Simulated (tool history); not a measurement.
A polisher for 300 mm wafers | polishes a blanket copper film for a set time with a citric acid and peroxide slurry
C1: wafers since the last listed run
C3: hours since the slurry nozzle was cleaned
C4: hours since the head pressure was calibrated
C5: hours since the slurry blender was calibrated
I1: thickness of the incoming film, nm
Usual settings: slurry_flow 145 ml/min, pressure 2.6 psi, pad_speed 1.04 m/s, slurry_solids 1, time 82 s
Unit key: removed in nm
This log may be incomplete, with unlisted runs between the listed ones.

run 1 day=0 | slurry_flow=145 pressure=2.6 pad_speed=1.04 slurry_solids=0.9 time=82 | C1=0 wafers_polished_on_this_pad=506 C3=73.3 C4=185.6 C5=169.7 | I1=643.2 | removed=167.1
-- day=0.379 slurry blender recalibrated
run 2 day=0.65 | slurry_flow=145 pressure=2.6 pad_speed=1.04 slurry_solids=0.9 time=82 | C1=86 wafers_polished_on_this_pad=593 C3=88.9 C4=201.2 C5=6.5 | I1=651.9 | removed=168.2
-- day=1.625 worn pad replaced by a new one
run 3 day=1.646 | slurry_flow=160 pressure=2.6 pad_speed=1.32 slurry_solids=1 time=82 | C1=126 wafers_polished_on_this_pad=2 C3=112.8 C4=225.1 C5=30.4 | I1=645.3 | removed=213.4
run 4 day=2.625 | slurry_flow=160 pressure=2.6 pad_speed=1.32 slurry_solids=1 time=82 | C1=149 wafers_polished_on_this_pad=152 C3=136.3 C4=248.6 C5=53.9 | I1=643.1 | removed=213.4
-- day=3.425 head pressure recalibrated
run 5 day=3.446 | slurry_flow=145 pressure=2.6 pad_speed=1.04 slurry_solids=1 time=82 | C1=112 wafers_polished_on_this_pad=264 C3=156 C4=0.5 C5=73.6 | I1=626.4 | removed=165.9
run 6 day=4.362 | slurry_flow=145 pressure=2.6 pad_speed=1.04 slurry_solids=1 time=82 | C1=139 wafers_polished_on_this_pad=404 C3=178 C4=22.5 C5=95.6 | I1=643.2 | removed=167.8
run 7 day=5.396 | slurry_flow=145 pressure=2.9 pad_speed=1.04 slurry_solids=1.2 time=82 | C1=157 wafers_polished_on_this_pad=561 C3=202.8 C4=47.3 C5=120.4 | I1=640 | removed=193.8
-- day=6.488 worn pad replaced by a new one
run 8 day=6.567 | slurry_flow=185 pressure=2.6 pad_speed=1.04 slurry_solids=1 time=82 | C1=153 wafers_polished_on_this_pad=11 C3=230.9 C4=75.4 C5=148.5 | I1=630.3 | removed=175.4
-- day=7.417 slurry blender recalibrated
run 9 day=7.721 | slurry_flow=185 pressure=2.6 pad_speed=1.04 slurry_solids=1 time=82 | C1=163 wafers_polished_on_this_pad=175 C3=258.6 C4=103.1 C5=7.3 | I1=639.7 | removed=175.6
run 10 day=9.167 | slurry_flow=185 pressure=2.6 pad_speed=1.04 slurry_solids=1 time=82 | C1=220 wafers_polished_on_this_pad=395 C3=293.3 C4=137.8 C5=42 | I1=635.8 | removed=174.9
run 11 day=10.025 | slurry_flow=145 pressure=2.6 pad_speed=1.04 slurry_solids=1.2 time=82 | C1=130 wafers_polished_on_this_pad=526 C3=313.9 C4=158.4 C5=62.6 | I1=640.3 | removed=174.3
run 12 day=11.075 | slurry_flow=145 pressure=2.6 pad_speed=1.04 slurry_solids=1.2 time=82 | C1=160 wafers_polished_on_this_pad=686 C3=339.1 C4=183.6 C5=87.8 | I1=630.6 | removed=175.2
-- day=11.962 worn pad replaced by a new one
run 13 day=11.983 | slurry_flow=145 pressure=2.6 pad_speed=1.04 slurry_solids=1 time=82 | C1=113 wafers_polished_on_this_pad=3 C3=360.9 C4=205.4 C5=109.6 | I1=634.7 | removed=175.5
run 14 day=13.042 | slurry_flow=145 pressure=2.6 pad_speed=1.04 slurry_solids=1 time=82 | C1=161 wafers_polished_on_this_pad=164 C3=386.3 C4=230.8 C5=135 | I1=640.3 | removed=178.3
run 15 day=13.788 | slurry_flow=145 pressure=2.6 pad_speed=1.04 slurry_solids=1 time=82 | C1=113 wafers_polished_on_this_pad=278 C3=404.2 C4=248.7 C5=152.9 | I1=633.2 | removed=174
run 16 day=14.346 | slurry_flow=145 pressure=2.6 pad_speed=1.04 slurry_solids=1 time=82 | C1=85 wafers_polished_on_this_pad=363 C3=417.6 C4=262.1 C5=166.3 | I1=650.7 | removed=172.5
-- day=15.208 slurry blender recalibrated
run 17 day=15.429 | slurry_flow=185 pressure=2.6 pad_speed=1.04 slurry_solids=1 time=82 | C1=152 wafers_polished_on_this_pad=515 C3=443.6 C4=288.1 C5=5.3 | I1=644.9 | removed=188.7
run 18 day=16.479 | slurry_flow=130 pressure=2 pad_speed=1.04 slurry_solids=1.3 time=64 | C1=160 wafers_polished_on_this_pad=675 C3=468.8 C4=313.3 C5=30.5 | I1=645.1 | removed=113.9
-- day=16.783 worn pad replaced by a new one
run 19 day=17.212 | slurry_flow=145 pressure=2.6 pad_speed=1.04 slurry_solids=1 time=82 | C1=86 wafers_polished_on_this_pad=65 C3=486.4 C4=330.9 C5=48.1 | I1=647.2 | removed=184.5
-- day=17.538 head pressure recalibrated
run 20 day=17.75 | slurry_flow=175 pressure=2 pad_speed=0.7 slurry_solids=1 time=70 | C1=69 wafers_polished_on_this_pad=134 C3=499.3 C4=5.1 C5=61 | I1=634.9 | removed=85.4
-- day=17.817 slurry nozzle cleaned
run 21 day=18.833 | slurry_flow=165 pressure=3.4 pad_speed=1.04 slurry_solids=1 time=82 | C1=158 wafers_polished_on_this_pad=293 C3=24.4 C4=31.1 C5=87 | I1=645.8 | removed=221.9
run 22 day=20.292 | slurry_flow=130 pressure=3.2 pad_speed=0.72 slurry_solids=1 time=82 | C1=222 wafers_polished_on_this_pad=515 C3=59.4 C4=66.1 C5=122 | I1=650.2 | removed=151.3
run 23 day=21.446 | slurry_flow=145 pressure=2.6 pad_speed=1.04 slurry_solids=1.1 time=82 | C1=175 wafers_polished_on_this_pad=691 C3=87.1 C4=93.8 C5=149.7 | I1=632.6 | removed=166.4

Estimate the outcome of run 24 from the log above:
-- day=22.433 worn pad replaced by a new one
-- day=22.812 slurry blender recalibrated
run 24 day=22.833 | slurry_flow=145 pressure=2.6 pad_speed=1.04 slurry_solids=1 time=99 | C1=173 wafers_polished_on_this_pad=48 C3=120.4 C4=127.1 C5=0.5 | I1=645.4 | removed=?

{"run 24": {"removed": 203.8}}
Take away the tool's hidden state, keep the run-to-run variation as it was, and the same run would have given removed 198.3 nm.
